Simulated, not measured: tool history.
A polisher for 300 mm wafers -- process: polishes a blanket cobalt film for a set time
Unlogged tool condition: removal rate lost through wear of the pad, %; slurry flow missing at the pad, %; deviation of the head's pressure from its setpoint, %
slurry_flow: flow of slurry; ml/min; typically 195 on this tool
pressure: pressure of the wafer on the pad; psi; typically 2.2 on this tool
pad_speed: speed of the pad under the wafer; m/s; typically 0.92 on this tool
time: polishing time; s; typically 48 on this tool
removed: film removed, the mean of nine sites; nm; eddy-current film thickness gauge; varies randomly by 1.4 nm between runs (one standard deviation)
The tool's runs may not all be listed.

run	day	slurry_flow	pressure	pad_speed	time	wafers since the last listed run	wafers polished on this pad	hours since the slurry nozzle was cleaned	hours since the head pressure was calibrated	incoming thickness of the incoming film, nm	removed
1	0	195	2.2	0.92	48	0	371	257.5	404.9	1582.1	247.9
2	0.35	195	2.2	0.92	48	105	476	265.9	413.3	1605.2	245.8
3	0.921	195	1.6	0.92	48	171	648	279.6	427	1584.2	181
# day 1.554: worn pad replaced by a new one
4	1.575	195	1.6	0.92	48	146	5	295.3	442.7	1558	179.8
5	1.712	195	2.2	0.92	48	41	46	298.6	446	1573.3	250.1
6	2.442	195	2.2	0.92	48	218	265	316.1	463.5	1571.3	250
7	3.212	195	2.2	0.92	48	231	497	334.6	482	1554	251.5
8	3.579	195	2.2	0.92	48	110	607	343.4	490.8	1577.1	252.3
9	3.929	195	2.2	0.92	48	105	712	351.8	499.2	1572.3	250.9
10	4.329	195	2.2	0.92	48	120	832	361.4	508.8	1557.7	253.2
# day 4.667: worn pad replaced by a new one
11	4.688	195	2.8	0.92	64	57	6	370	517.4	1593.1	431.8
12	5.371	255	2	0.78	40	205	211	386.4	533.8	1574.3	178.7
13	5.762	230	1.6	0.84	38	117	329	395.8	543.2	1591.5	141.8
# day 6.271: slurry nozzle cleaned
14	7.533	195	2.2	0.92	48	519	848	30.3	585.7	1583.3	257.2
# day 7.808: worn pad replaced by a new one
15	8.042	195	2.2	1.22	57	102	69	42.5	597.9	1556.1	375.8
# day 8.488: head pressure recalibrated
16	8.508	240	2.6	1.22	60	115	185	53.7	0.5	1571.1	436.8
17	8.754	195	2.2	0.92	43	73	258	59.6	6.4	1592.4	211.7
18	9.483	195	2.2	0.92	43	218	477	77.1	23.9	1585.9	208.7
19	10.183	195	2.2	0.92	48	210	687	93.9	40.7	1576.7	233.2
# day 11.462: worn pad replaced by a new one
20	12.112	150	2.2	0.92	48	529	195	140.2	87	1578.9	222.9
21	12.758	235	2.2	0.92	61	193	388	155.7	102.5	1594.7	308.2

5 options for the next run, each taken on its own from the tool as it stands now. Forecast them:
A	12.775	195	2.2	1	48	5	393	156.1	102.9	1610.2	?
B	12.775	165	2.2	1.12	48	5	393	156.1	102.9	1610.2	?
C	12.775	195	3	0.92	61	5	393	156.1	102.9	1610.2	?
D	12.775	265	2.2	1.04	33	5	393	156.1	102.9	1610.2	?
E	12.775	255	2.4	0.92	42	5	393	156.1	102.9	1610.2	?

run	removed
A	250.5
B	264.3
C	409.6
D	184
E	233.6
Had the tool no hidden state, the same runs would have come out as:
run	removed
A	252.5
B	266.4
C	412.9
D	185.5
E	235.4
